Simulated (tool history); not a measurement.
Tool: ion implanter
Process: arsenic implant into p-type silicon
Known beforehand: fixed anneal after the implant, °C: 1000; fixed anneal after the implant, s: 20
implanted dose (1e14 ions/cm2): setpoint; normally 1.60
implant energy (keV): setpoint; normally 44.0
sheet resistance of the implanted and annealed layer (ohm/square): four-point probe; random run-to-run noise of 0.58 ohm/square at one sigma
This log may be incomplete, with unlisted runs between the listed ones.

| run | hour | implanted dose (1e14 ions/cm2) | implant energy (keV) | read-back reference wafer on the same gauge, sheet resistance | sheet resistance of the implanted and annealed layer (ohm/square) |
|---|---|---|---|---|---|
| 1 | 0.0 | 1.60 | 44.0 | 360.09 | 386.23 |
| 2 | 58.7 | 1.60 | 44.0 | 360.01 | 384.72 |
| 3 | 135.7 | 1.60 | 44.0 | 359.97 | 385.49 |
| 4 | 214.6 | 1.60 | 44.0 | 359.98 | 383.07 |
| 5 | 305.9 | 1.60 | 44.0 | 360.01 | 383.09 |
| 6 | 400.3 | 1.31 | 44.0 | 360.01 | 438.53 |
| 7 | 438.6 | 1.31 | 44.0 | 359.85 | 437.59 |
|  | 547.1 | Faraday cup replaced and dose calibrated |
| 8 | 702.3 | 1.39 | 53.0 | 360.00 | 412.99 |
| 9 | 738.6 | 1.60 | 44.0 | 360.07 | 386.07 |
| 10 | 836.2 | 1.60 | 44.0 | 360.10 | 385.41 |
| 11 | 929.8 | 1.60 | 44.0 | 360.13 | 385.56 |
| 12 | 970.4 | 1.60 | 44.0 | 359.96 | 385.38 |
| 13 | 1058.2 | 1.60 | 44.0 | 359.78 | 383.59 |
| 14 | 1144.0 | 1.60 | 44.0 | 360.04 | 383.32 |
|  | 1220.3 | Faraday cup replaced and dose calibrated |
| 15 | 1238.9 | 1.60 | 44.0 | 360.02 | 389.30 |
| 16 | 1300.9 | 1.60 | 44.0 | 359.81 | 388.55 |
| 17 | 1391.7 | 1.60 | 44.0 | 360.19 | 387.40 |
| 18 | 1433.4 | 1.38 | 31.0 | 359.83 | 455.52 |
| 19 | 1519.6 | 2.03 | 48.5 | 359.70 | 320.86 |
| 20 | 1597.2 | 1.60 | 44.0 | 359.90 | 384.63 |
| 21 | 1654.7 | 1.93 | 44.0 | 360.04 | 337.06 |
| 22 | 1692.1 | 1.60 | 35.0 | 360.11 | 400.60 |
| 23 | 1767.7 | 1.60 | 44.0 | 360.13 | 384.09 |
|  | 1834.6 | Faraday cup replaced and dose calibrated |
| 24 | 1856.2 | 1.60 | 44.0 | 359.95 | 388.83 |
| 25 | 1906.5 | 1.60 | 44.0 | 359.87 | 388.08 |
|  | 1919.4 | extraction supply calibrated |
|  | 1942.8 | gauge calibrated |
| 26 | 1972.4 | 1.15 | 44.0 | 359.95 | 485.28 |
| 27 | 2019.7 | 1.88 | 58.5 | 360.06 | 328.00 |
| 28 | 2109.2 | 1.60 | 51.0 | 359.93 | 375.90 |
| 29 | 2207.4 | 1.60 | 44.0 | 360.09 | 383.45 |
| 30 | 2253.7 | 1.60 | 35.0 | 359.92 | 398.94 |
| 31 | 2312.0 | 1.29 | 54.5 | 359.87 | 427.67 |
| 32 | 2351.0 | 1.60 | 44.0 | 360.09 | 384.24 |
| 33 | 2451.5 | 1.60 | 33.0 | 360.18 | 401.96 |
| 34 | 2522.5 | 1.15 | 44.0 | 360.04 | 481.09 |
| 35 | 2560.5 | 1.40 | 50.5 | 359.88 | 410.82 |
|  | 2578.8 | Faraday cup replaced and dose calibrated |
| 36 | 2651.3 | 1.85 | 56.0 | 360.07 | 336.89 |

Alternative continuations, all from the tool just after run 36; predict every row:
| A | 2651.7 | 1.47 | 44.0 | ? | ? |
| B | 2651.7 | 1.85 | 44.0 | ? | ? |
| C | 2651.7 | 1.60 | 31.5 | ? | ? |
| D | 2651.7 | 1.60 | 39.0 | ? | ? |
| E | 2651.7 | 2.04 | 51.5 | ? | ? |

| run | read-back reference wafer on the same gauge, sheet resistance | sheet resistance of the implanted and annealed layer (ohm/square) |
|---|---|---|
| A | 360.03 | 411.63 |
| B | 360.03 | 350.55 |
| C | 360.03 | 410.72 |
| D | 360.03 | 396.26 |
| E | 360.03 | 318.83 |
Stripped of hidden state, with their random variation kept, the same runs would have yielded:
| run | sheet resistance of the implanted and annealed layer (ohm/square) |
|---|---|
| A | 412.82 |
| B | 351.60 |
| C | 411.96 |
| D | 397.43 |
| E | 319.78 |
